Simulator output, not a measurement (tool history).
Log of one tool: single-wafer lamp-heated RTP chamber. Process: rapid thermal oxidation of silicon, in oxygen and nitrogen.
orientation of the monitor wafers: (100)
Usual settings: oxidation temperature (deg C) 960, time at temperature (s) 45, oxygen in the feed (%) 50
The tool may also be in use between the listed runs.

run	hour	oxidation temperature (deg C)	time at temperature (s)	oxygen in the feed (%)	read-back reference wafer on the same gauge, thickness	oxide thickness on the monitor wafer (angstrom)
1	0	936	45	60	2.6	26.69
2	13.2	936	45	60	2.597	26.57
3	24.9	936	45	60	2.603	26.56
4	42.5	969	45	50	2.599	30.94
5	55.4	969	45	50	2.6	30.85
# hour 65.4: gauge calibrated
6	66.1	953	45	34	2.601	25.65
7	75.5	948	45	66	2.599	29.57
8	86.9	960	45	50	2.6	29.3
9	96.6	960	45	50	2.601	29.39
10	105.1	960	45	50	2.599	29.49
11	115.8	960	39	50	2.598	27.98
12	131.1	960	39	50	2.599	28.29
13	146.9	960	45	50	2.601	29.56
14	159.7	960	45	50	2.601	29.73
15	175.5	960	45	50	2.601	29.53
16	189.5	960	24	50	2.599	24.33
17	196.2	969	45	50	2.601	31.11
# hour 213.4: oxygen flow controller replaced
18	213.9	983	35	28	2.597	26.71

Forecast run 19:
19	225.5	973	52	30	?	?

{"run 19": {"read-back reference wafer on the same gauge, thickness": 2.6, "oxide thickness on the monitor wafer (angstrom)": 29.3}}
Without the tool's hidden state the same run would have given oxide thickness on the monitor wafer (angstrom) 27.82.
